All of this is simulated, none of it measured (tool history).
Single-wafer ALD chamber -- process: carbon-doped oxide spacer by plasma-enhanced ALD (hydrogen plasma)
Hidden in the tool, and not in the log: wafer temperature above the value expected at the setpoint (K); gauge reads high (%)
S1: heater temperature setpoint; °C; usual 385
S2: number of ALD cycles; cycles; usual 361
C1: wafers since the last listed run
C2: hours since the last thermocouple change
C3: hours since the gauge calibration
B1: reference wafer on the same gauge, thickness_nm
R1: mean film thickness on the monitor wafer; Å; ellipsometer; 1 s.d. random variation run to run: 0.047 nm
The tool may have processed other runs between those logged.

run,hour,S1,S2,C1,C2,C3,B1,R1
1,0,381,399,0,1197.2,213.9,17.315,208.08
2,31.9,381,399,39,1229.1,245.8,17.334,208.3
3,49.1,385,361,21,1246.3,263,17.348,188.58
4,71.4,385,361,27,1268.6,285.3,17.334,187.59
5,101.1,385,361,36,1298.3,315,17.343,189.09
6,132.6,385,361,38,1329.8,346.5,17.367,188.75
7,165.4,385,361,40,1362.6,379.3,17.376,188.42
8,197.8,385,361,40,1395,411.7,17.386,189.98
9,228.9,392,361,38,1426.1,442.8,17.373,188.85
10,254.4,392,361,31,1451.6,468.3,17.398,188.41
11,272,392,361,21,1469.2,485.9,17.407,189.5
12,304.3,385,311,39,1501.5,518.2,17.415,162.92
13,331.8,381,332,34,1529,545.7,17.449,174.92
14,367.5,385,361,44,1564.7,581.4,17.454,190.44
15,395.2,378,361,34,1592.4,609.1,17.48,189
16,416,378,361,25,1613.2,629.9,17.484,189.63
17,486.5,385,381,87,1683.7,700.4,17.523,201.03
18,508.6,385,381,27,1705.8,722.5,17.55,200.88
19,524.3,385,361,19,1721.5,738.2,17.56,191.28
20,552,385,361,34,1749.2,765.9,17.583,190.83
21,569.5,385,361,21,1766.7,783.4,17.577,191.39
22,593.4,385,361,29,1790.6,807.3,17.607,191.83
# hour 673.1: gauge calibrated
23,677,372,304,103,1874.2,3.9,17.312,158.25
24,704.4,394,361,33,1901.6,31.3,17.319,188.63
25,716.7,385,361,15,1913.9,43.6,17.305,187.96
26,771.2,392,337,67,1968.4,98.1,17.309,175.56
27,797.9,376,392,33,1995.1,124.8,17.325,204.87
# hour 819.7: thermocouple changed; heater temperature recalibrated
28,832.7,394,383,33,13,159.6,17.323,199.59
29,863.2,385,361,37,43.5,190.1,17.346,189.04
30,889.8,385,329,32,70.1,216.7,17.337,172.01
31,906,385,408,20,86.3,232.9,17.333,213.4
32,919.3,385,361,16,99.6,246.2,17.335,187.87
33,932.7,372,404,16,113,259.6,17.337,211.47
34,963.7,397,312,38,144,290.6,17.338,163.13
35,994,385,361,37,174.3,320.9,17.38,188.56
36,1016.9,385,298,28,197.2,343.8,17.37,155.97
37,1033.2,390,297,20,213.5,360.1,17.38,155.35
38,1068.4,375,427,43,248.7,395.3,17.378,223.12
39,1096.2,379,431,34,276.5,423.1,17.402,225.61
40,1186.6,370,383,111,366.9,513.5,17.425,200.55
41,1201.8,385,361,18,382.1,528.7,17.439,189.96
42,1214,385,361,15,394.3,540.9,17.449,189.63
43,1237.1,385,361,28,417.4,564,17.464,190.67
44,1255.4,393,293,22,435.7,582.3,17.472,153.76

Below are 4 alternative next runs, each starting from the tool's condition after run 44. Predict each:
A,1256.4,385,361,1,436.7,583.3,?,?
B,1256.4,395,333,1,436.7,583.3,?,?
C,1256.4,371,432,1,436.7,583.3,?,?
D,1256.4,373,392,1,436.7,583.3,?,?

run,B1,R1
A,17.482,189.35
B,17.482,174.66
C,17.482,226.59
D,17.482,205.61
The same runs, with their run-to-run variation unchanged, on a tool lacking any hidden condition would have given:
run,R1
A,187.43
B,172.89
C,224.29
D,203.53
